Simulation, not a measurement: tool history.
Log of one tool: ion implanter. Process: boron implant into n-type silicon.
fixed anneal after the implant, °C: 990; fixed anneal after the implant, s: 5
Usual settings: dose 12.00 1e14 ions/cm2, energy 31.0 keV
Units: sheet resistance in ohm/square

run,day,dose,energy,"read-back reference wafer on the same gauge, sheet resistance",sheet resistance
1,0.000,12.00,31.0,116.01,106.04
2,2.533,12.00,31.0,116.08,104.11
3,10.567,12.00,31.0,115.94,105.01
4,13.275,12.00,31.0,115.96,104.82
5,15.200,12.00,31.0,116.13,105.06
6,17.496,12.00,31.0,116.20,105.22
7,20.767,12.00,31.0,115.99,105.05
8,23.208,12.00,31.0,116.05,105.34
9,27.008,12.00,39.0,116.07,104.28
10,31.242,12.00,39.0,116.10,105.30
11,35.658,12.00,31.0,115.92,104.90
# day 37.688: Faraday cup replaced and dose calibrated
12,37.708,12.00,24.5,116.05,106.61
13,40.600,12.00,24.5,116.11,108.05
14,42.671,12.00,24.5,116.17,107.28
15,46.225,12.00,34.0,116.06,105.09
16,49.958,12.00,34.0,116.03,105.32
17,52.646,12.00,24.5,115.99,107.20
# day 54.904: gauge calibrated
18,57.071,15.35,22.0,116.08,93.76
19,59.658,13.63,31.0,116.09,96.76
20,61.792,12.00,31.0,115.96,105.39
21,65.996,12.00,31.0,116.05,106.08
22,67.633,14.69,25.0,115.97,93.81
23,71.233,9.36,22.0,116.15,129.10
24,74.988,14.56,23.0,116.17,96.23
# day 76.846: extraction supply calibrated
25,78.825,15.58,37.5,115.92,87.82
26,80.504,12.00,31.0,116.06,105.14
27,82.158,14.89,21.0,116.06,96.08
28,86.333,12.00,24.5,115.81,106.66
29,89.583,14.27,22.0,115.95,97.15
30,92.333,12.00,25.5,116.09,107.37
31,95.204,12.00,31.0,116.08,105.32
32,98.925,10.86,28.0,115.87,114.36
33,101.792,10.92,37.0,116.10,112.73

4 ways to go on from here, each from the tool as it stands after run 33. What would each give?
A,101.808,12.00,31.0,?,?
B,101.808,10.96,31.0,?,?
C,101.808,15.14,36.5,?,?
D,101.808,14.40,27.5,?,?

run,"read-back reference wafer on the same gauge, sheet resistance",sheet resistance
A,116.21,105.76
B,116.21,112.91
C,116.21,90.24
D,116.21,94.69
Without the tool's hidden state the same runs would have given:
run,sheet resistance
A,105.76
B,112.91
C,90.24
D,94.69
